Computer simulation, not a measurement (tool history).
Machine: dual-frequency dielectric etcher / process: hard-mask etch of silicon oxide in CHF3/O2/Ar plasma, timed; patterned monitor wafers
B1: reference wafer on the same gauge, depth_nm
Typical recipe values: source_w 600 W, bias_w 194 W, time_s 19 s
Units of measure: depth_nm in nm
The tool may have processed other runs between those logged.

Run 1, hour 0: usual settings but source_w 690 W, bias_w 184 W; B1 41.71. Result: depth_nm 42.23 nm.
Run 2, hour 56.4: usual settings; B1 41.68. Result: depth_nm 40.36 nm.
Run 3, hour 150.3: usual settings but bias_w 223 W; B1 41.7. Result: depth_nm 41.96 nm.
Run 4, hour 193.2: usual settings but bias_w 223 W; B1 41.73. Result: depth_nm 41.28 nm.
Run 5, hour 295.7: usual settings but source_w 520 W, time_s 16.5 s; B1 41.74. Result: depth_nm 32.58 nm.
Run 6, hour 384.3: usual settings but bias_w 241 W, time_s 13.5 s; B1 41.71. Result: depth_nm 30.57 nm.
At hour 409.5: upper electrode replaced.
Run 7, hour 461.2: usual settings but source_w 550 W, bias_w 171 W, time_s 23.5 s; B1 41.57. Result: depth_nm 46.04 nm.
Run 8, hour 503.8: usual settings but bias_w 229 W; B1 41.68. Result: depth_nm 42.3 nm.
Run 9, hour 607.4: usual settings but source_w 750 W; B1 41.73. Result: depth_nm 44.18 nm.
At hour 639.6: wet clean of the chamber.
Run 10, hour 710.8: usual settings; B1 41.61. Result: depth_nm 40.29 nm.
Run 11, hour 781.2: usual settings but bias_w 213 W, time_s 17 s; B1 41.7. Result: depth_nm 37.25 nm.
Run 12, hour 850.1: usual settings but source_w 490 W, bias_w 174 W; B1 41.69. Result: depth_nm 35.42 nm.
Run 13, hour 954.2: usual settings but source_w 470 W, bias_w 166 W, time_s 22 s; B1 41.77. Result: depth_nm 39.95 nm.
At hour 1007.6: source power generator calibrated.
Run 14, hour 1053.1: usual settings but source_w 490 W, bias_w 168 W, time_s 14.5 s; B1 41.63. Result: depth_nm 26.06 nm.
Run 15, hour 1106.4: usual settings but bias_w 224 W; B1 41.74. Result: depth_nm 41.16 nm.
Run 16, hour 1201.7: usual settings but bias_w 209 W, time_s 15 s; B1 41.79. Result: depth_nm 31.82 nm.
Run 17, hour 1347.3: usual settings but source_w 640 W, bias_w 240 W, time_s 14.5 s; B1 41.62. Result: depth_nm 33.38 nm.
At hour 1362.6: gauge calibrated.
Run 18, hour 1404.4: usual settings but bias_w 158 W; B1 41.82. Result: depth_nm 37.53 nm.
Run 19, hour 1472.5: usual settings but bias_w 239 W; B1 41.7. Result: depth_nm 42.51 nm.
At hour 1532.3: wet clean of the chamber.
Run 20, hour 1551.2: usual settings but source_w 450 W, bias_w 228 W, time_s 22 s; B1 41.71. Result: depth_nm 42.65 nm.
Run 21, hour 1654.1: usual settings but bias_w 154 W; B1 41.71. Result: depth_nm 37.29 nm.
Run 22, hour 1719.4: usual settings; B1 41.68. Result: depth_nm 40.12 nm.
Run 23, hour 1812.9: usual settings but source_w 670 W; B1 41.66. Result: depth_nm 42.09 nm.
Run 24, hour 1882.8: usual settings; B1 41.82. Result: depth_nm 40.04 nm.
Run 25, hour 1965: usual settings; B1 41.71. Result: depth_nm 40.36 nm.
Run 26, hour 2021.3: usual settings but source_w 460 W, bias_w 171 W, time_s 15.5 s; B1 41.7. Result: depth_nm 27.97 nm.
Run 27, hour 2115: usual settings but time_s 15.5 s; B1 41.53. Result: depth_nm 32.91 nm.
Run 28, hour 2171.2: usual settings; B1 41.75. Result: depth_nm 40.58 nm.
At hour 2295.8: wet clean of the chamber.
Run 29, hour 2330.7: usual settings but source_w 560 W, time_s 17.5 s; B1 41.68. Result: depth_nm 36.39 nm.
Run 30, hour 2385.2: usual settings but source_w 660 W, bias_w 230 W; B1 41.55. Result: depth_nm 43.9 nm.

Here are 4 independent what-if runs from the current tool condition. What would each one return?
Run A, hour 2385.6: usual settings but bias_w 157 W; B1 ?. Result: depth_nm ?.
Run B, hour 2385.6: usual settings but source_w 510 W, bias_w 159 W; B1 ?. Result: depth_nm ?.
Run C, hour 2385.6: usual settings but source_w 700 W, bias_w 181 W, time_s 15 s; B1 ?. Result: depth_nm ?.
Run D, hour 2385.6: usual settings but source_w 530 W, time_s 23.5 s; B1 ?. Result: depth_nm ?.

run     B1  depth_nm
  A  41.78     37.67
  B  41.78     35.01
  C  41.78     33.22
  D  41.78     46.73
Stripped of hidden state, with their random variation kept, the same runs would have yielded:
run  depth_nm
  A     36.82
  B     34.22
  C     32.47
  D     45.68
